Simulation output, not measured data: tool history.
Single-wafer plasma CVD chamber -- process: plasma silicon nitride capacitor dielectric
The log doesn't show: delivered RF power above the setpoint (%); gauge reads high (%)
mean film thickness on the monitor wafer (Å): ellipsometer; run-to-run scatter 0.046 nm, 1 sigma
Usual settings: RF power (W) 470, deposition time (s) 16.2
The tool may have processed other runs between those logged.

run	hour	RF power (W)	deposition time (s)	wafers since the last listed run	hours since the last RF generator calibration	hours since the showerhead was replaced	hours since the gauge calibration	read-back reference wafer on the same gauge, thickness_nm	mean film thickness on the monitor wafer (Å)
1	0.0	470	16.2	0	2127.8	3643.8	125.1	21.511	239.92
2	15.5	470	16.2	454	2143.3	3659.3	140.6	21.489	240.21
3	46.2	470	16.2	899	2174.0	3690.0	171.3	21.506	240.79
4	69.5	470	16.2	682	2197.3	3713.3	194.6	21.499	240.52
5	105.2	470	16.2	1045	2233.0	3749.0	230.3	21.505	240.97
6	149.9	470	16.2	1309	2277.7	3793.7	275.0	21.497	239.59
7	170.4	470	16.2	600	2298.2	3814.2	295.5	21.504	239.95
8	184.8	470	16.9	421	2312.6	3828.6	309.9	21.492	251.15
9	214.7	470	16.9	875	2342.5	3858.5	339.8	21.508	249.41
10	238.8	470	16.9	706	2366.6	3882.6	363.9	21.499	250.56
11	258.4	470	16.2	574	2386.2	3902.2	383.5	21.498	239.49
12	278.5	470	16.2	588	2406.3	3922.3	403.6	21.495	239.40
13	303.7	525	16.2	738	2431.5	3947.5	428.8	21.508	247.61
# hour 315.8: RF generator calibrated
14	325.0	470	16.2	389	9.2	3968.8	450.1	21.501	244.63
# hour 333.1: gauge calibrated
15	355.4	470	16.2	890	39.6	3999.2	22.3	21.497	244.97
16	387.5	470	16.2	940	71.7	4031.3	54.4	21.496	244.58
17	401.2	470	16.2	401	85.4	4045.0	68.1	21.501	244.22
18	423.4	470	16.2	650	107.6	4067.2	90.3	21.503	245.78
19	451.6	470	16.2	826	135.8	4095.4	118.5	21.494	245.21
20	485.6	515	17.4	996	169.8	4129.4	152.5	21.524	268.89
21	519.8	535	14.1	1001	204.0	4163.6	186.7	21.507	220.46
22	546.7	470	16.2	788	230.9	4190.5	213.6	21.486	243.99
# hour 559.3: showerhead replaced, of another model than before
23	565.9	470	16.2	328	250.1	6.6	232.8	21.493	244.03
24	592.8	405	18.3	788	277.0	33.5	259.7	21.499	258.38
25	617.5	520	16.2	723	301.7	58.2	284.4	21.503	253.20
26	630.9	495	17.5	392	315.1	71.6	297.8	21.493	267.65
27	663.0	550	19.4	940	347.2	103.7	329.9	21.486	309.96
28	693.2	470	16.2	884	377.4	133.9	360.1	21.505	242.80
29	712.1	470	15.3	553	396.3	152.8	379.0	21.505	228.73
30	739.1	525	18.7	790	423.3	179.8	406.0	21.500	293.55
31	761.5	530	19.1	656	445.7	202.2	428.4	21.514	300.34

Run 32 has not been measured yet. What should we expect?
32	786.2	515	15.3	723	470.4	226.9	453.1	?	?

{"run 32": {"read-back reference wafer on the same gauge, thickness_nm": 21.51, "mean film thickness on the monitor wafer (Å)": 238.37}}
If the tool had no hidden condition, the same run with the same run-to-run variation would have returned mean film thickness on the monitor wafer (Å) 241.24.
